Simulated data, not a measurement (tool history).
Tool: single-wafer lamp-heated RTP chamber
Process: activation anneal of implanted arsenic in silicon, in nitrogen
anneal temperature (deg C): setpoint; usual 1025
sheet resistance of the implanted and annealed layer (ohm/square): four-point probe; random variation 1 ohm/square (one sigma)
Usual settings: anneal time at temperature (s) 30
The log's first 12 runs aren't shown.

| run | day | anneal temperature (deg C) | anneal time at temperature (s) | wafers since the last listed run | wafers since the last pyrometer calibration | wafers since the reflector plate was cleaned | hours since the gauge calibration | read-back reference wafer on the same gauge, sheet resistance | sheet resistance of the implanted and annealed layer (ohm/square) |
|---|---|---|---|---|---|---|---|---|---|
| 13 | 12.45 | 1025 | 30 | 519 | 1370 | 539 | 492.1 | 363.1 | 327.96 |
| 14 | 12.958 | 1025 | 30 | 195 | 1566 | 735 | 504.3 | 363.06 | 327.78 |
| 15 | 13.917 | 1025 | 30 | 368 | 1935 | 1104 | 527.3 | 363.38 | 327.3 |
| 16 | 15.112 | 1025 | 26 | 460 | 2395 | 1564 | 556 | 363.04 | 328.62 |
| 17 | 16.3 | 1025 | 18 | 457 | 2852 | 2021 | 584.5 | 362.93 | 336.91 |
| 18 | 17.067 | 1036 | 43 | 295 | 3148 | 2316 | 602.9 | 362.82 | 312.73 |
| 19 | 18.333 | 1052 | 44 | 487 | 3635 | 2804 | 633.3 | 363.52 | 304.24 |
|  | 19.25 | pyrometer window cleaned and pyrometer calibrated |
| 20 | 22.425 | 1012 | 35 | 1446 | 1222 | 4250 | 731.5 | 362.32 | 332.54 |
| 21 | 23.162 | 1025 | 30 | 283 | 1506 | 4534 | 749.2 | 363.45 | 328.45 |
| 22 | 24.233 | 1012 | 36 | 412 | 1918 | 4947 | 774.9 | 362.9 | 329.75 |
|  | 25.312 | reflector plate cleaned |
| 23 | 25.333 | 1049 | 47 | 295 | 2214 | 7 | 801.3 | 363.39 | 305.87 |
| 24 | 26.392 | 1025 | 30 | 407 | 2621 | 415 | 826.7 | 362.63 | 328.77 |
| 25 | 27.383 | 1040 | 39 | 381 | 3003 | 796 | 850.5 | 363.38 | 312.19 |
|  | 27.821 | gauge calibrated |
|  | 30.083 | pyrometer window cleaned and pyrometer calibrated |
| 26 | 31.408 | 1034 | 24 | 1421 | 510 | 2218 | 86.1 | 362.94 | 329.98 |
| 27 | 35.192 | 1005 | 41 | 1456 | 1967 | 3674 | 176.9 | 363.19 | 331.58 |
| 28 | 35.762 | 1025 | 30 | 219 | 2186 | 3894 | 190.6 | 362.85 | 326.52 |
| 29 | 37.246 | 1025 | 30 | 571 | 2757 | 4465 | 226.2 | 362.41 | 326.68 |
|  | 37.646 | reflector plate cleaned |
| 30 | 40.008 | 1025 | 30 | 935 | 3692 | 909 | 292.5 | 363.47 | 325.26 |
|  | 41.296 | pyrometer window cleaned and pyrometer calibrated |
| 31 | 41.317 | 1012 | 22 | 375 | 7 | 1285 | 323.9 | 363.11 | 341.13 |

Forecast run 32:
| 32 | 42.379 | 1025 | 47 | 409 | 416 | 1694 | 349.4 | ? | ? |

read-back reference wafer on the same gauge, sheet resistance: 362.92
sheet resistance of the implanted and annealed layer (ohm/square): 321.16
Without the tool's hidden state the same run would have given sheet resistance of the implanted and annealed layer (ohm/square) 321.89.

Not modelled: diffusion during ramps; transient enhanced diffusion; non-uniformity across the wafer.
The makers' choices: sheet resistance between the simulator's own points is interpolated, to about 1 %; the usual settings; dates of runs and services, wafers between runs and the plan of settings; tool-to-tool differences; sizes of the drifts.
